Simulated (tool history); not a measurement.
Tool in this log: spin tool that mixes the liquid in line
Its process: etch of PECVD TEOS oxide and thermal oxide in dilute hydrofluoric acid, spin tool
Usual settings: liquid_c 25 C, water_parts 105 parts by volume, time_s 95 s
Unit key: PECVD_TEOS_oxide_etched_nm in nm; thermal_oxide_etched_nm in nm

run	hour	liquid_c	water_parts	time_s	wafers since the last listed run	hours since the thermometer was replaced	hours since the hydrofluoric acid flow meter was replaced	hours since the gauge calibration	read-back film thickness of the PECVD TEOS oxide reference wafer, read on the same gauge (nm)	read-back film thickness of the thermal oxide reference wafer, read on the same gauge (nm)	PECVD_TEOS_oxide_etched_nm	thermal_oxide_etched_nm
1	0	25	105	95	0	1791.8	1700.5	1525.3	80	79.969	9.44	4.285
2	65.4	25	105	95	866	1857.2	1765.9	1590.7	79.99	79.997	9.49	4.281
# hour 101.8: gauge calibrated
3	118.9	25	105	95	709	1910.7	1819.4	17.1	80	79.962	9.5	4.247
4	163.5	25	105	95	591	1955.3	1864	61.7	80.01	79.964	9.48	4.265
5	207.3	25	105	95	580	1999.1	1907.8	105.5	80	79.999	9.52	4.276
6	277.2	25	105	95	926	2069	1977.7	175.4	80.01	79.998	9.48	4.28
7	341.6	25	80	65	853	2133.4	2042.1	239.8	80	79.941	8.83	3.958
8	383.4	25	105	95	554	2175.2	2083.9	281.6	80	79.97	9.5	4.265
9	429.9	25	105	95	616	2221.7	2130.4	328.1	79.98	79.992	9.47	4.296
10	497.1	22.5	65	95	890	2288.9	2197.6	395.3	80.02	79.998	14.61	6.628
11	532	25	90	150	462	2323.8	2232.5	430.2	80	79.982	17.85	8.066
# hour 539.1: thermometer replaced
12	582.1	21	105	80	650	43	2282.6	480.3	79.97	80.008	6.7	3.038
13	615.4	23	155	70	441	76.3	2315.9	513.6	79.98	79.972	4.06	1.829
14	640.9	25	85	115	337	101.8	2341.4	539.1	80	79.974	14.4	6.491
15	698.5	29.5	75	95	763	159.4	2399	596.7	80	79.994	16.27	7.322
# hour 749.7: hydrofluoric acid flow meter replaced
16	769.4	25	130	135	926	230.3	19.7	667.6	80	79.993	10.37	4.714
17	835.9	25	105	95	881	296.8	86.2	734.1	80	80.03	9.36	4.213
18	891.9	23.5	60	140	742	352.8	142.2	790.1	80.01	79.998	24.2	10.836
19	936	29.5	150	65	584	396.9	186.3	834.2	80	79.986	5.06	2.28

For run 20, what comes out?
20	993.5	25	105	95	762	454.4	243.8	891.7	?	?	?	?

read-back film thickness of the PECVD TEOS oxide reference wafer, read on the same gauge (nm): 80.01
read-back film thickness of the thermal oxide reference wafer, read on the same gauge (nm): 80.004
PECVD_TEOS_oxide_etched_nm: 9.44 nm
thermal_oxide_etched_nm: 4.23 nm
Were there no unlogged condition in the tool, this run, its random variation unchanged, would have produced PECVD_TEOS_oxide_etched_nm 9.38 nm, thermal_oxide_etched_nm 4.204 nm.
